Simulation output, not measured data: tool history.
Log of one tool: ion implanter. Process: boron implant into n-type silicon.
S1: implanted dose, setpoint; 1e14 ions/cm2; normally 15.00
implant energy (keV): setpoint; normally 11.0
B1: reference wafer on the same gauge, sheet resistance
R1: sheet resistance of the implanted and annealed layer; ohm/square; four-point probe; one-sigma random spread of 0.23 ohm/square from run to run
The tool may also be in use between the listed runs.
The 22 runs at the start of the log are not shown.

{"hour": 1544.2, "done": "Faraday cup replaced and dose calibrated"}
{"run": 23, "hour": 1544.7, "S1": 15.0, "implant energy (keV)": 10.0, "B1": 118.02, "R1": 106.55}
{"run": 24, "hour": 1620.0, "S1": 10.63, "implant energy (keV)": 12.0, "B1": 117.9, "R1": 119.21}
{"hour": 1650.6, "done": "extraction supply calibrated"}
{"run": 25, "hour": 1681.2, "S1": 12.28, "implant energy (keV)": 11.0, "B1": 117.93, "R1": 113.42}
{"run": 26, "hour": 1753.8, "S1": 17.96, "implant energy (keV)": 9.5, "B1": 118.11, "R1": 105.85}
{"run": 27, "hour": 2032.1, "S1": 10.92, "implant energy (keV)": 15.0, "B1": 117.98, "R1": 114.99}
{"run": 28, "hour": 2093.2, "S1": 18.2, "implant energy (keV)": 9.0, "B1": 117.95, "R1": 107.78}
{"run": 29, "hour": 2196.1, "S1": 17.05, "implant energy (keV)": 14.5, "B1": 118.01, "R1": 90.26}
{"run": 30, "hour": 2302.8, "S1": 11.95, "implant energy (keV)": 12.5, "B1": 118.04, "R1": 113.2}
{"run": 31, "hour": 2392.6, "S1": 15.0, "implant energy (keV)": 11.0, "B1": 117.97, "R1": 105.22}

Run 32 comes next. What will it give?
{"hour": 2487.3, "done": "Faraday cup replaced and dose calibrated"}
{"run": 32, "hour": 2492.4, "S1": 15.0, "implant energy (keV)": 8.0, "B1": "?", "R1": "?"}

For run 32 the tool returned B1 118.00, R1 117.80 ohm/square.
With the hidden condition absent and the run-to-run variation left alone, this run would have shown R1 119.02 ohm/square.
